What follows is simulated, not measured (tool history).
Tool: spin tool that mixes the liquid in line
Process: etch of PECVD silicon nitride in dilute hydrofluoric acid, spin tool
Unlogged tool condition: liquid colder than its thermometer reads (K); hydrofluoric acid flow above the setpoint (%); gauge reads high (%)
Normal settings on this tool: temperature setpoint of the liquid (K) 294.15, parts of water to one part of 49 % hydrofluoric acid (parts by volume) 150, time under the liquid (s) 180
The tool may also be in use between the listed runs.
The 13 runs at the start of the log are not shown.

run   hour  temperature setpoint of the liquid (K)  parts of water to one part of 49 % hydrofluoric acid (parts by volume)  time under the liquid (s)  wafers since the last listed run  hours since the thermometer was replaced  hours since the hydrofluoric acid flow meter was replaced  hours since the gauge calibration  read-back film thickness of the PECVD silicon nitride reference wafer, read on the same gauge (nm)  thickness taken off the PECVD silicon nitride on a monitor wafer (nm)
 14  417.5                                  294.15                                                                     150                        180                               177                                      54.3                                                      584.7                              355.7                                                                                               80.05                                                                   5.92
 15  440.6                                  294.15                                                                     150                        180                               131                                      77.4                                                      607.8                              378.8                                                                                               80.00                                                                   6.02
 16  458.2                                  294.15                                                                     205                        180                               100                                      95.0                                                      625.4                              396.4                                                                                               80.02                                                                   4.39
 17  482.1                                  294.15                                                                     150                        180                               136                                     118.9                                                      649.3                              420.3                                                                                               80.01                                                                   5.95
 18  507.3                                  294.15                                                                      90                        265                               143                                     144.1                                                      674.5                              445.5                                                                                               80.01                                                                  14.37
 19  542.4                                  296.65                                                                     150                        180                               199                                     179.2                                                      709.6                              480.6                                                                                               80.03                                                                   7.02
 20  566.0                                  294.15                                                                     220                        150                               134                                     202.8                                                      733.2                              504.2                                                                                               80.03                                                                   3.36
 21  590.0                                  294.15                                                                     150                        260                               136                                     226.8                                                      757.2                              528.2                                                                                               80.02                                                                   8.49
     601.2  -- hydrofluoric acid flow meter replaced
     621.2  -- gauge calibrated
 22  685.1                                  292.65                                                                     150                        150                               535                                     321.9                                                       83.9                               63.9                                                                                               80.02                                                                   4.44
 23  740.5                                  292.65                                                                     180                        225                               315                                     377.3                                                      139.3                              119.3                                                                                               80.00                                                                   5.52
 24  770.6                                  291.15                                                                     205                        115                               171                                     407.4                                                      169.4                              149.4                                                                                               79.97                                                                   2.26
 25  793.1                                  294.15                                                                     150                        180                               128                                     429.9                                                      191.9                              171.9                                                                                               79.99                                                                   5.78
 26  826.3                                  294.15                                                                     190                        120                               189                                     463.1                                                      225.1                              205.1                                                                                               80.02                                                                   3.10
 27  847.8                                  295.65                                                                     150                         75                               122                                     484.6                                                      246.6                              226.6                                                                                               80.04                                                                   2.68

The next listed run, before its measurement:
 28  862.6                                  292.65                                                                     150                        180                                84                                     499.4                                                      261.4                              241.4                                                                                                   ?                                                                      ?

{"run 28": {"read-back film thickness of the PECVD silicon nitride reference wafer, read on the same gauge (nm)": 79.99, "thickness taken off the PECVD silicon nitride on a monitor wafer (nm)": 5.33}}
Minus the tool's unlogged condition, the same run would have read thickness taken off the PECVD silicon nitride on a monitor wafer (nm) 5.58.

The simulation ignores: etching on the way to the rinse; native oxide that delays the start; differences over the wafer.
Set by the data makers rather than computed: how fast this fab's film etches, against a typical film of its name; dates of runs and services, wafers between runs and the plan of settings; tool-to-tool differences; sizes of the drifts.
